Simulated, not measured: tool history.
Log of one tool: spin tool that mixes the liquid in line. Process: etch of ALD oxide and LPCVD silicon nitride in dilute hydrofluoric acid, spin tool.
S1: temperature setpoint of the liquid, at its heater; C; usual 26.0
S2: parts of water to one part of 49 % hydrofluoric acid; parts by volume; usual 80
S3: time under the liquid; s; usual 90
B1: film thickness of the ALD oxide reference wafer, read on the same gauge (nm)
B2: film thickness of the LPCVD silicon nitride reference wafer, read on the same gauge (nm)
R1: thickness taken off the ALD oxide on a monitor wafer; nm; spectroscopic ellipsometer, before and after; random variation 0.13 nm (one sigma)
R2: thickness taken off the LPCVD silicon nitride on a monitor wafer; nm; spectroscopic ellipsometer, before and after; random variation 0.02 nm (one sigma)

run    hour    S1   S2   S3     B1      B2     R1     R2
  1     0.0  26.0   80   90  50.01  30.036  15.34  0.657
  2    50.3  26.0   80   90  50.00  30.031  15.33  0.653
  3   114.5  26.0   80   90  50.00  30.015  15.46  0.672
  4   152.6  26.0   80   90  50.02  30.008  15.18  0.643
  5   196.2  26.0   80   90  50.00  29.950  15.27  0.668
  6   294.5  24.5   40  140  49.97  30.000  47.15  1.786
  7   388.3  26.0   45  115  50.00  30.024  36.85  1.461
  8   453.5  29.0   90   50  50.00  29.982   8.27  0.390
  9   559.1  26.0   95  115  49.99  30.001  15.94  0.692
 10   664.4  26.0   80  115  50.01  30.011  18.87  0.844
      717.0  -- hydrofluoric acid flow meter replaced
      739.4  -- thermometer replaced
 11   762.4  26.0   80   90  49.98  29.961  14.25  0.597
 12   837.8  29.0   45   55  50.00  30.022  18.26  0.798
      923.0  -- gauge calibrated
 13   933.3  23.0   80   90  50.00  29.999  12.64  0.497
 14  1040.5  26.0   80   90  49.99  30.007  14.13  0.619
     1119.7  -- hydrofluoric acid flow meter replaced, repeated, since the last time left the tool worse
 15  1133.9  26.0  120   90  50.00  30.028  10.11  0.462
 16  1236.8  29.5   60   70  50.02  30.001  19.51  0.887
 17  1295.1  26.0   80   90  50.00  29.963  15.69  0.701
 18  1367.7  28.5  100   50  50.01  30.017   7.61  0.351
 19  1449.8  30.0   80  140  50.02  29.991  28.53  1.346
 20  1493.8  29.0   80  105  50.00  29.957  20.95  0.983
 21  1534.8  26.0   80  140  50.01  30.022  24.14  1.102
 22  1600.7  27.5  100   45  49.99  29.995   6.57  0.302
 23  1667.2  26.0   80   90  49.99  30.018  15.82  0.661
 24  1730.7  23.0  105  120  49.99  29.994  13.77  0.567
 25  1821.2  26.0   80   90  50.01  30.004  15.53  0.683

5 ways to go on from here, each from the tool as it stands after run 25. What would each give?
  A  1821.6  26.0   55   90   ?   ?   ?   ?
  B  1821.6  26.0   95  130   ?   ?   ?   ?
  C  1821.6  23.5   80   90   ?   ?   ?   ?
  D  1821.6  22.5  115   90   ?   ?   ?   ?
  E  1821.6  30.0   80   55   ?   ?   ?   ?

run     B1      B2     R1     R2
  A  49.98  29.957  23.65  0.956
  B  49.98  29.957  18.73  0.804
  C  49.98  29.957  14.22  0.560
  D  49.98  29.957   9.10  0.367
  E  49.98  29.957  11.21  0.522
Without the tool's hidden state the same runs would have given:
run     R1     R2
  A  24.21  0.977
  B  19.19  0.822
  C  14.56  0.572
  D   9.33  0.374
  E  11.49  0.534
